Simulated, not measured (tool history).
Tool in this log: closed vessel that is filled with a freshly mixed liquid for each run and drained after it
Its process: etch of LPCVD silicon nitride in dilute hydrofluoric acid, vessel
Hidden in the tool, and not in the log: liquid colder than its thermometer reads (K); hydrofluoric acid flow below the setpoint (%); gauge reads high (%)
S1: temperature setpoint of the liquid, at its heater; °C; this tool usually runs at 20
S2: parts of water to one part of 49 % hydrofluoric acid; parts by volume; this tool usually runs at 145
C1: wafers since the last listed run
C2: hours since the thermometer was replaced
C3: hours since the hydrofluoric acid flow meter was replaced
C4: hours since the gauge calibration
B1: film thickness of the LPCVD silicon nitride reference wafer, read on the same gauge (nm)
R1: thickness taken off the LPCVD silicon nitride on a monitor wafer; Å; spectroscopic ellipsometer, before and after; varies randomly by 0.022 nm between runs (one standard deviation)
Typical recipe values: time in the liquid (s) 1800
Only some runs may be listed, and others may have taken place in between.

Run 1, hour 0: usual settings but S2 95 parts by volume; C1 0; C2 484.8; C3 748; C4 316.5; B1 99.998. Result: R1 71.3 Å.
Run 2, hour 25.4: usual settings but S1 24 °C; C1 1186; C2 510.2; C3 773.4; C4 341.9; B1 99.977. Result: R1 61.78 Å.
Run 3, hour 51.1: usual settings but S1 24 °C; C1 1200; C2 535.9; C3 799.1; C4 367.6; B1 99.994. Result: R1 61.54 Å.
Run 4, hour 113: usual settings but time in the liquid (s) 2190; C1 2891; C2 597.8; C3 861; C4 429.5; B1 99.977. Result: R1 57.5 Å.
Run 5, hour 136.2: usual settings but time in the liquid (s) 2190; C1 1083; C2 621; C3 884.2; C4 452.7; B1 100.018. Result: R1 57.3 Å.
Run 6, hour 154: usual settings; C1 831; C2 638.8; C3 902; C4 470.5; B1 100.044. Result: R1 46.9 Å.
Run 7, hour 185: usual settings; C1 1448; C2 669.8; C3 933; C4 501.5; B1 99.989. Result: R1 47.32 Å.
Run 8, hour 220.6: usual settings; C1 1662; C2 705.4; C3 968.6; C4 537.1; B1 99.974. Result: R1 47.15 Å.
Run 9, hour 235.5: usual settings but time in the liquid (s) 1245; C1 695; C2 720.3; C3 983.5; C4 552; B1 100.006. Result: R1 32.69 Å.
Run 10, hour 322.6: usual settings but S1 22.5 °C, S2 190 parts by volume, time in the liquid (s) 2610; C1 4068; C2 807.4; C3 1070.6; C4 639.1; B1 99.994. Result: R1 61.27 Å.
Run 11, hour 351.5: usual settings but S1 17 °C, S2 110 parts by volume, time in the liquid (s) 925; C1 1349; C2 836.3; C3 1099.5; C4 668; B1 100.027. Result: R1 25.37 Å.
At hour 368.9: hydrofluoric acid flow meter replaced.
At hour 372.5: gauge calibrated.
Run 12, hour 373.3: usual settings but S1 17.5 °C, S2 120 parts by volume; C1 971; C2 858.1; C3 4.4; C4 0.8; B1 100.006. Result: R1 46.74 Å.
Run 13, hour 386.3: usual settings but S2 100 parts by volume; C1 607; C2 871.1; C3 17.4; C4 13.8; B1 99.983. Result: R1 65.6 Å.
Run 14, hour 415.1: usual settings but S2 165 parts by volume, time in the liquid (s) 2155; C1 1345; C2 899.9; C3 46.2; C4 42.6; B1 100. Result: R1 48.36 Å.
Run 15, hour 428.9: usual settings but S1 17 °C, time in the liquid (s) 2720; C1 644; C2 913.7; C3 60; C4 56.4; B1 99.971. Result: R1 56.39 Å.
Run 16, hour 459.7: usual settings; C1 1438; C2 944.5; C3 90.8; C4 87.2; B1 99.995. Result: R1 45.54 Å.
Run 17, hour 472.3: usual settings but S2 200 parts by volume, time in the liquid (s) 2865; C1 588; C2 957.1; C3 103.4; C4 99.8; B1 100.025. Result: R1 53.17 Å.
Run 18, hour 496.3: usual settings but S1 24 °C, S2 125 parts by volume, time in the liquid (s) 985; C1 1121; C2 981.1; C3 127.4; C4 123.8; B1 99.996. Result: R1 37.8 Å.
Run 19, hour 520.4: usual settings but S1 24.5 °C, S2 115 parts by volume, time in the liquid (s) 1480; C1 1125; C2 1005.2; C3 151.5; C4 147.9; B1 99.982. Result: R1 63.09 Å.
At hour 546.5: thermometer replaced.
Run 20, hour 547: usual settings; C1 1195; C2 0.5; C3 178.1; C4 174.5; B1 99.985. Result: R1 45.22 Å.
Run 21, hour 570: usual settings but S1 18 °C; C1 1074; C2 23.5; C3 201.1; C4 197.5; B1 100.015. Result: R1 39.83 Å.
Run 22, hour 589.3: usual settings but S1 18.5 °C, S2 110 parts by volume, time in the liquid (s) 2380; C1 901; C2 42.8; C3 220.4; C4 216.8; B1 99.998. Result: R1 71 Å.
Run 23, hour 612: usual settings but S1 17 °C; C1 1060; C2 65.5; C3 243.1; C4 239.5; B1 100.033. Result: R1 36.94 Å.
At hour 633.7: hydrofluoric acid flow meter replaced, repeated, since the last time left the tool worse.
Run 24, hour 675.1: usual settings but S2 215 parts by volume, time in the liquid (s) 2330; C1 2900; C2 128.6; C3 41.4; C4 302.6; B1 100.005. Result: R1 43.13 Å.
Run 25, hour 689: usual settings but S1 17 °C, S2 110 parts by volume, time in the liquid (s) 2295; C1 649; C2 142.5; C3 55.3; C4 316.5; B1 100.006. Result: R1 66.22 Å.
Run 26, hour 707.1: usual settings but S1 17 °C, S2 180 parts by volume; C1 845; C2 160.6; C3 73.4; C4 334.6; B1 100.014. Result: R1 32.3 Å.
Run 27, hour 723.7: usual settings but S1 18 °C, S2 180 parts by volume, time in the liquid (s) 2765; C1 775; C2 177.2; C3 90; C4 351.2; B1 99.978. Result: R1 52.94 Å.
Run 28, hour 740.8: usual settings; C1 798; C2 194.3; C3 107.1; C4 368.3; B1 100.033. Result: R1 48.42 Å.
Run 29, hour 761.3: usual settings but S1 17 °C, S2 95 parts by volume; C1 957; C2 214.8; C3 127.6; C4 388.8; B1 100.009. Result: R1 59.92 Å.
Run 30, hour 777.2: usual settings; C1 742; C2 230.7; C3 143.5; C4 404.7; B1 100.025. Result: R1 48.38 Å.
Run 31, hour 808.8: usual settings; C1 1476; C2 262.3; C3 175.1; C4 436.3; B1 99.99. Result: R1 48.45 Å.
Run 32, hour 831.9: usual settings but S1 24 °C, S2 215 parts by volume, time in the liquid (s) 2860; C1 1079; C2 285.4; C3 198.2; C4 459.4; B1 100.007. Result: R1 67.57 Å.
Run 33, hour 847: usual settings but S1 17 °C, S2 180 parts by volume, time in the liquid (s) 2205; C1 705; C2 300.5; C3 213.3; C4 474.5; B1 99.982. Result: R1 39.39 Å.

Subtracting, for every run, the result it would have given without the tool's unlogged condition from the measured result gives the following. The same run-to-run variation enters both numbers; the gauge's scatter may not:
run     R1
  1  -2.12
  2  -1.92
  3  -1.98
  4  -1.96
  5  -2.01
  6  -1.68
  7  -1.75
  8  -1.81
  9  -1.27
 10  -2.62
 11  -1.09
 12  -3.08
 13   -4.4
 14  -3.29
 15  -3.83
 16  -3.18
 17  -3.74
 18  -2.75
 19  -4.65
 20  -3.33
 21  -2.95
 22  -5.34
 23  -2.79
 24  -0.09
 25  -0.16
 26  -0.11
 27   -0.2
 28  -0.21
 29  -0.31
 30  -0.28
 31  -0.34
 32  -0.54
 33  -0.33

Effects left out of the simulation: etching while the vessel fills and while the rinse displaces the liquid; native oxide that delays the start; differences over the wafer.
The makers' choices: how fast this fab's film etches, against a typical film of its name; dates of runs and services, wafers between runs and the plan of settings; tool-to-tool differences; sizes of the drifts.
